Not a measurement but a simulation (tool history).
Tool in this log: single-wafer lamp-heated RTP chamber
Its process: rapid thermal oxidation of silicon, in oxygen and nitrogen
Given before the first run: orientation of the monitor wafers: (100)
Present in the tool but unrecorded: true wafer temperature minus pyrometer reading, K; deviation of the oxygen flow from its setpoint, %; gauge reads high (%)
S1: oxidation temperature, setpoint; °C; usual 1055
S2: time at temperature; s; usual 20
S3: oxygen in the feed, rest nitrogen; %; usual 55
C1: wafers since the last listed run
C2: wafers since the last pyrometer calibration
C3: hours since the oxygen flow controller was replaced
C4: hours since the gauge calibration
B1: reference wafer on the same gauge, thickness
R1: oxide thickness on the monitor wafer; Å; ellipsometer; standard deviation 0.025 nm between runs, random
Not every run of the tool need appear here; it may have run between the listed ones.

run	day	S1	S2	S3	C1	C2	C3	C4	B1	R1
1	0.000	1055	20	55	0	1882	3788.0	246.7	4.252	46.53
2	2.342	1055	20	55	488	2370	3844.2	302.9	4.253	45.80
3	5.508	1074	20	55	660	3031	3920.2	378.9	4.255	52.41
4	7.188	1055	20	55	350	3381	3960.5	419.2	4.248	46.11
# day 9.121: gauge calibrated
5	10.054	1055	20	55	597	3978	4029.3	22.4	4.249	46.76
# day 12.604: oxygen flow controller replaced
6	13.188	1055	20	55	583	4562	14.0	97.6	4.251	46.87
7	15.888	1055	20	55	563	5125	78.8	162.4	4.249	46.71
8	17.546	1068	15	55	345	5471	118.6	202.2	4.247	45.56
9	19.375	1081	15	75	381	5852	162.5	246.1	4.249	55.30
10	22.871	1069	20	47	728	6581	246.4	330.0	4.249	48.74
# day 24.654: pyrometer window cleaned and pyrometer calibrated
11	25.846	1055	20	45	550	248	317.8	401.4	4.250	42.41
# day 28.988: gauge calibrated
12	29.429	1055	20	55	747	995	403.8	10.6	4.249	45.21
13	33.038	1055	20	55	752	1748	490.4	97.2	4.248	46.24
14	35.204	1040	23	55	451	2199	542.4	149.2	4.253	44.32
15	37.508	1064	29	55	480	2680	597.7	204.5	4.253	57.98

Some steps in R1, run to run, broken into two amounts with sign: the step expected even without the hidden condition (settings, incoming material, random variation), and the rest, left for the hidden condition together with whatever gauge scatter is not in both the measured and the hidden-condition-free result:
Run 10 -> 11: S1 1069 -> 1055, S3 47 -> 45, pyrometer window cleaned and pyrometer calibrated. R1 -6.33 Å: hidden state -1.89, all else -4.44.
Run 14 -> 15: S1 1040 -> 1064, S2 23 -> 29. R1 +13.66 Å: hidden state +0.77, all else +12.89.
